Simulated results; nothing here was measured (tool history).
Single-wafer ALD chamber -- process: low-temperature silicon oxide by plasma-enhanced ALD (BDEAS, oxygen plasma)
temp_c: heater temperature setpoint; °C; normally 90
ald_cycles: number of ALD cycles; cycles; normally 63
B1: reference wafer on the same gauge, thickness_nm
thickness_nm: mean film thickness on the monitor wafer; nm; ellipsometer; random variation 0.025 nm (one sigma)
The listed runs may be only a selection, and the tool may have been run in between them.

run 1 day=0.000 | temp_c=96 ald_cycles=56 | B1=8.468 | thickness_nm=8.601
run 2 day=0.533 | temp_c=90 ald_cycles=53 | B1=8.469 | thickness_nm=8.311
run 3 day=1.346 | temp_c=90 ald_cycles=63 | B1=8.476 | thickness_nm=9.948
run 4 day=2.308 | temp_c=90 ald_cycles=63 | B1=8.481 | thickness_nm=9.949
run 5 day=2.879 | temp_c=85 ald_cycles=58 | B1=8.493 | thickness_nm=9.324
run 6 day=4.054 | temp_c=85 ald_cycles=58 | B1=8.503 | thickness_nm=9.342
run 7 day=5.488 | temp_c=85 ald_cycles=58 | B1=8.510 | thickness_nm=9.337
run 8 day=6.512 | temp_c=102 ald_cycles=55 | B1=8.521 | thickness_nm=8.356
run 9 day=7.542 | temp_c=102 ald_cycles=55 | B1=8.526 | thickness_nm=8.385
run 10 day=8.388 | temp_c=90 ald_cycles=63 | B1=8.536 | thickness_nm=9.995
run 11 day=9.812 | temp_c=90 ald_cycles=63 | B1=8.547 | thickness_nm=9.975
run 12 day=10.662 | temp_c=82 ald_cycles=58 | B1=8.553 | thickness_nm=9.532
-- day=11.042 gauge calibrated
run 13 day=11.238 | temp_c=82 ald_cycles=58 | B1=8.394 | thickness_nm=9.359
-- day=11.983 thermocouple changed; heater temperature recalibrated
run 14 day=12.004 | temp_c=90 ald_cycles=63 | B1=8.404 | thickness_nm=9.774
run 15 day=13.138 | temp_c=75 ald_cycles=63 | B1=8.411 | thickness_nm=10.465
run 16 day=13.675 | temp_c=90 ald_cycles=71 | B1=8.412 | thickness_nm=11.097
run 17 day=14.912 | temp_c=100 ald_cycles=54 | B1=8.425 | thickness_nm=8.131
run 18 day=16.288 | temp_c=90 ald_cycles=63 | B1=8.440 | thickness_nm=9.872
run 19 day=17.108 | temp_c=90 ald_cycles=73 | B1=8.443 | thickness_nm=11.471
run 20 day=17.825 | temp_c=90 ald_cycles=63 | B1=8.448 | thickness_nm=9.830
run 21 day=18.667 | temp_c=82 ald_cycles=63 | B1=8.452 | thickness_nm=10.229
run 22 day=22.383 | temp_c=90 ald_cycles=63 | B1=8.482 | thickness_nm=9.962
run 23 day=22.933 | temp_c=98 ald_cycles=63 | B1=8.490 | thickness_nm=9.620
run 24 day=23.704 | temp_c=82 ald_cycles=67 | B1=8.498 | thickness_nm=10.949
run 25 day=24.962 | temp_c=80 ald_cycles=63 | B1=8.508 | thickness_nm=10.289
run 26 day=26.167 | temp_c=81 ald_cycles=56 | B1=8.515 | thickness_nm=9.203
run 27 day=27.096 | temp_c=100 ald_cycles=58 | B1=8.523 | thickness_nm=8.840
run 28 day=28.108 | temp_c=90 ald_cycles=63 | B1=8.535 | thickness_nm=9.954

Give the tool's hidden conditions for every run:
wafer temperature above the value expected at the setpoint (K): 0 at every run
H1: gauge reads high (%)
run=1 H1=0.931
run=2 H1=0.983
run=3 H1=1.06
run=4 H1=1.15
run=5 H1=1.21
run=6 H1=1.32
run=7 H1=1.46
run=8 H1=1.56
run=9 H1=1.66
run=10 H1=1.74
run=11 H1=1.87
run=12 H1=1.95
run=13 H1=0.0661
run=14 H1=0.14
run=15 H1=0.249
run=16 H1=0.3
run=17 H1=0.419
run=18 H1=0.551
run=19 H1=0.63
run=20 H1=0.699
run=21 H1=0.779
run=22 H1=1.14
run=23 H1=1.19
run=24 H1=1.26
run=25 H1=1.38
run=26 H1=1.5
run=27 H1=1.59
run=28 H1=1.69

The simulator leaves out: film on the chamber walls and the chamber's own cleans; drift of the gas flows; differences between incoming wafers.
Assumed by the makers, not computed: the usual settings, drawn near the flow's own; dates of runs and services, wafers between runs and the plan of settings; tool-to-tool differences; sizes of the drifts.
